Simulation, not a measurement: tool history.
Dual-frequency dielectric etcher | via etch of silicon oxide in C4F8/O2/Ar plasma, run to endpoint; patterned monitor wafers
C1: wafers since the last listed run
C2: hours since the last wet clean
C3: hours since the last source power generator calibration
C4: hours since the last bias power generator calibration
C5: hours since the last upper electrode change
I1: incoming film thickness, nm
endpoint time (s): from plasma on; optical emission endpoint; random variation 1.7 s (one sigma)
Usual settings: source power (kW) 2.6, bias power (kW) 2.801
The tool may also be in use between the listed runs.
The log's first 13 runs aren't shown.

run 14 hour=755.7 | source_power_(kW)=2.6 bias_power_(kW)=2.801 | C1=203 C2=154.3 C3=1698.4 C4=4612 C5=4357.2 | I1=1314.5 | endpoint_time_(s)=201.8
run 15 hour=822.6 | source_power_(kW)=2.6 bias_power_(kW)=2.801 | C1=237 C2=221.2 C3=1765.3 C4=4678.9 C5=4424.1 | I1=1289.3 | endpoint_time_(s)=198
run 16 hour=850.7 | source_power_(kW)=2.6 bias_power_(kW)=2.801 | C1=99 C2=249.3 C3=1793.4 C4=4707 C5=4452.2 | I1=1304.9 | endpoint_time_(s)=196.1
-- hour=879.4 bias power generator calibrated
-- hour=896.3 source power generator calibrated
run 17 hour=922.1 | source_power_(kW)=2.16 bias_power_(kW)=3.333 | C1=225 C2=320.7 C3=25.8 C4=42.7 C5=4523.6 | I1=1316 | endpoint_time_(s)=198
run 18 hour=961.3 | source_power_(kW)=3.21 bias_power_(kW)=2.125 | C1=139 C2=359.9 C3=65 C4=81.9 C5=4562.8 | I1=1298.7 | endpoint_time_(s)=207.9
run 19 hour=994.3 | source_power_(kW)=2.6 bias_power_(kW)=2.801 | C1=117 C2=392.9 C3=98 C4=114.9 C5=4595.8 | I1=1308.8 | endpoint_time_(s)=196.8
-- hour=1068.2 upper electrode replaced
run 20 hour=1068.7 | source_power_(kW)=2.77 bias_power_(kW)=2.266 | C1=179 C2=467.3 C3=172.4 C4=189.3 C5=0.5 | I1=1293.5 | endpoint_time_(s)=210.5
run 21 hour=1093.9 | source_power_(kW)=2 bias_power_(kW)=3.327 | C1=89 C2=492.5 C3=197.6 C4=214.5 C5=25.7 | I1=1324.3 | endpoint_time_(s)=200.7
run 22 hour=1121 | source_power_(kW)=2.97 bias_power_(kW)=2.466 | C1=96 C2=519.6 C3=224.7 C4=241.6 C5=52.8 | I1=1315.7 | endpoint_time_(s)=199.6
run 23 hour=1166.9 | source_power_(kW)=2.02 bias_power_(kW)=2.801 | C1=163 C2=565.5 C3=270.6 C4=287.5 C5=98.7 | I1=1309.5 | endpoint_time_(s)=212.8
run 24 hour=1220.9 | source_power_(kW)=2.04 bias_power_(kW)=2.265 | C1=191 C2=619.5 C3=324.6 C4=341.5 C5=152.7 | I1=1308.3 | endpoint_time_(s)=229.9
run 25 hour=1254.5 | source_power_(kW)=2.37 bias_power_(kW)=3.309 | C1=119 C2=653.1 C3=358.2 C4=375.1 C5=186.3 | I1=1318.5 | endpoint_time_(s)=188.8
-- hour=1321.6 wet clean of the chamber
run 26 hour=1322.1 | source_power_(kW)=2.31 bias_power_(kW)=2.437 | C1=154 C2=0.5 C3=425.8 C4=442.7 C5=253.9 | I1=1310.9 | endpoint_time_(s)=226.2
run 27 hour=1372.1 | source_power_(kW)=2.11 bias_power_(kW)=2.801 | C1=177 C2=50.5 C3=475.8 C4=492.7 C5=303.9 | I1=1296.7 | endpoint_time_(s)=215.7
run 28 hour=1428 | source_power_(kW)=2.6 bias_power_(kW)=2.197 | C1=198 C2=106.4 C3=531.7 C4=548.6 C5=359.8 | I1=1312.8 | endpoint_time_(s)=224.5
run 29 hour=1483.4 | source_power_(kW)=2.77 bias_power_(kW)=2.179 | C1=196 C2=161.8 C3=587.1 C4=604 C5=415.2 | I1=1309.6 | endpoint_time_(s)=219.3
run 30 hour=1554.8 | source_power_(kW)=1.99 bias_power_(kW)=3.382 | C1=253 C2=233.2 C3=658.5 C4=675.4 C5=486.6 | I1=1300 | endpoint_time_(s)=201.4
run 31 hour=1619.2 | source_power_(kW)=2.18 bias_power_(kW)=3.316 | C1=228 C2=297.6 C3=722.9 C4=739.8 C5=551 | I1=1304.4 | endpoint_time_(s)=198.2
run 32 hour=1656.6 | source_power_(kW)=2.6 bias_power_(kW)=2.801 | C1=132 C2=335 C3=760.3 C4=777.2 C5=588.4 | I1=1304.1 | endpoint_time_(s)=197.5
run 33 hour=1697.1 | source_power_(kW)=2.34 bias_power_(kW)=2.508 | C1=143 C2=375.5 C3=800.8 C4=817.7 C5=628.9 | I1=1302.2 | endpoint_time_(s)=215.7

Forecast each of these 3 alternatives for the next run:
run A hour=1697.6 | source_power_(kW)=2.6 bias_power_(kW)=2.615 | C1=1 C2=376 C3=801.3 C4=818.2 C5=629.4 | I1=1300.1 | endpoint_time_(s)=?
run B hour=1697.6 | source_power_(kW)=1.98 bias_power_(kW)=2.801 | C1=1 C2=376 C3=801.3 C4=818.2 C5=629.4 | I1=1300.1 | endpoint_time_(s)=?
run C hour=1697.6 | source_power_(kW)=2.97 bias_power_(kW)=2.243 | C1=1 C2=376 C3=801.3 C4=818.2 C5=629.4 | I1=1300.1 | endpoint_time_(s)=?

run=A endpoint_time_(s)=199.5
run=B endpoint_time_(s)=212.8
run=C endpoint_time_(s)=203.3
Without the tool's hidden state the same runs would have given:
run=A endpoint_time_(s)=206.6
run=B endpoint_time_(s)=220.4
run=C endpoint_time_(s)=210.5
